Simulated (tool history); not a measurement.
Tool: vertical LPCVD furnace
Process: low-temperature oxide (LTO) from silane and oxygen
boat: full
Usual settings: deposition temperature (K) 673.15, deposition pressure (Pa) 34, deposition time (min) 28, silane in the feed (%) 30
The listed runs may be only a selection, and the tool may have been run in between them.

run,day,deposition temperature (K),deposition pressure (Pa),deposition time (min),silane in the feed (%),"read-back reference wafer on the same gauge, thickness",film thickness on the monitor wafer in the middle of the boat (Å)
1,0,673.15,34,33.5,29,215.72,2354.7
2,1.412,673.15,38.7,36,30,216.08,3018.3
# day 1.675: gauge calibrated
3,2.375,673.15,38.7,36,30,211.44,2963.2
4,3.804,673.15,34,28,26,211.56,1626.6
5,6.546,673.15,34,28,26,212.11,1643.5
6,7.371,673.15,34,28,33,212.28,2336.7
7,8.342,673.15,34,28,33,212.47,2323.9
8,9.538,673.15,34,28,33,212.84,2347.3
9,10.45,670.15,34,28,30,212.83,1977.1
10,11.838,670.15,34,28,30,213.32,1962.8
11,12.388,670.15,34,28,30,213.23,1970.6
12,13.142,673.15,34,25.5,30,213.53,1876.4
13,14.512,673.15,37.3,28,30,213.79,2249.6
14,15.996,673.15,37.3,28,30,213.9,2240.4
15,16.838,673.15,34,28,30,214.21,2068.8
# day 18.821: pressure gauge zeroed
16,20.733,673.15,34,28,30,214.89,2066.9
17,21.896,673.15,34,28,30,215.23,2076
# day 24.917: gauge calibrated
# day 25.788: silane flow controller replaced
# day 26.646: thermocouples replaced and temperature profile calibrated
18,26.667,676.15,37.3,28,34,211.61,2739.1
19,26.804,673.15,34,35,26,211.71,2039
20,27.146,673.15,28,28,26,211.78,1345.1
21,27.888,678.15,38,32.5,27,211.97,2396.1
22,29.158,673.15,41.3,28,30,211.88,2491.1
23,30.638,673.15,34,33.5,30,212.38,2437.8
24,31.317,673.15,34,32.5,26,212.44,1905.4
25,32.446,664.15,40.7,28,32,212.72,2407.1
26,33.708,684.15,30,21.5,26,212.98,1267.6
27,35.138,669.15,34,28,30,213.39,1949.9
28,35.729,673.15,34,28,30,213.43,2043.8
29,36.854,673.15,40.7,28,33,213.67,2811.8
30,37.725,673.15,31.3,28,30,213.82,1897.4

Here are 4 independent what-if runs from the current tool condition. What would each one return?
A,37.867,673.15,34,28,28,?,?
B,37.867,673.15,34,28,32,?,?
C,37.867,663.15,30,20.5,36,?,?
D,37.867,684.15,40.7,23,26,?,?

run,"read-back reference wafer on the same gauge, thickness",film thickness on the monitor wafer in the middle of the boat (Å)
A,213.72,1853.7
B,213.72,2253.7
C,213.72,1522.2
D,213.72,1855.5
With the hidden condition removed and each run's random variation left untouched, the same runs would have given:
run,film thickness on the monitor wafer in the middle of the boat (Å)
A,1829.1
B,2223.8
C,1502
D,1830.9
